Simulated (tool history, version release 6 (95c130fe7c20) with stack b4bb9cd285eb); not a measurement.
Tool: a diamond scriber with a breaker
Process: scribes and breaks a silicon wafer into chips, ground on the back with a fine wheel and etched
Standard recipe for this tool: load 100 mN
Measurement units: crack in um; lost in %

run    hour  load  incoming depth of the damage left on the back of the incoming wafer, um  crack   lost
  1     0.0    84                                                                     0.47   6.36   6.82
  2    55.6    84                                                                     0.38   6.04   8.61
       71.6  -- load on the tip recalibrated
  3   141.8    84                                                                     0.41   6.85   4.07
  4   182.4   110                                                                     0.67   8.27   1.22
  5   234.2   110                                                                     0.79   8.03   1.20
  6   336.6   100                                                                     0.45   7.44   1.24
      338.8  -- diamond tip replaced by a new one
  7   392.3   100                                                                     0.62   7.39   1.64
  8   431.2    90                                                                     0.48   6.69   5.35
      437.5  -- load on the tip recalibrated
  9   504.1   100                                                                     0.78   7.98   0.81
 10   557.3   100                                                                     0.79   7.75   0.90
 11   623.8   100                                                                     0.43   8.00   0.83
 12   691.1    93                                                                     0.76   7.41   2.30
 13   790.1   100                                                                     0.62   7.38   2.02
      810.8  -- diamond tip replaced by a new one
 14   842.1   100                                                                     0.71   6.98   2.77
      862.9  -- load on the tip recalibrated
 15   932.1   124                                                                     0.39   9.17   4.49
 16  1034.6   100                                                                     0.56   7.77   1.05
 17  1077.9   100                                                                     0.31   7.48   1.12
 18  1177.2    82                                                                     0.69   6.36   9.01
     1232.0  -- diamond tip replaced by a new one
     1256.2  -- load on the tip recalibrated
 19  1260.3   100                                                                     0.56   8.21   0.88
 20  1331.3    71                                                                     0.56   6.04  10.27
 21  1389.2    72                                                                     0.33   6.00   9.60
 22  1467.8   100                                                                     0.66   7.64   0.95
     1661.9  -- diamond tip replaced by a new one
     1703.7  -- load on the tip recalibrated
 23  1779.3   129                                                                     0.40   9.56   5.50
 24  1828.6    92                                                                     0.60   7.35   1.85
 25  1871.1   122                                                                     0.35   8.96   2.94
 26  1908.1   100                                                                     0.48   7.56   0.98
 27  1968.5   100                                                                     0.72   7.27   1.57
 28  2009.2    85                                                                     0.60   6.46   6.94
 29  2104.4   114                                                                     0.58   7.79   1.00

Forecast each of these 4 alternatives for the next run:
  A  2105.0    73                                                                     0.59      ?     ?
  B  2105.0    81                                                                     0.59      ?     ?
  C  2105.0    87                                                                     0.59      ?     ?
  D  2105.0   108                                                                     0.59      ?     ?

run  crack   lost
  A   5.23  18.22
  B   5.71  11.72
  C   6.06   8.05
  D   7.21   1.42
What these runs would have given with no unlogged condition in the tool:
run  crack  lost
  A   5.97  8.85
  B   6.52  4.39
  C   6.92  2.34
  D   8.23  1.22
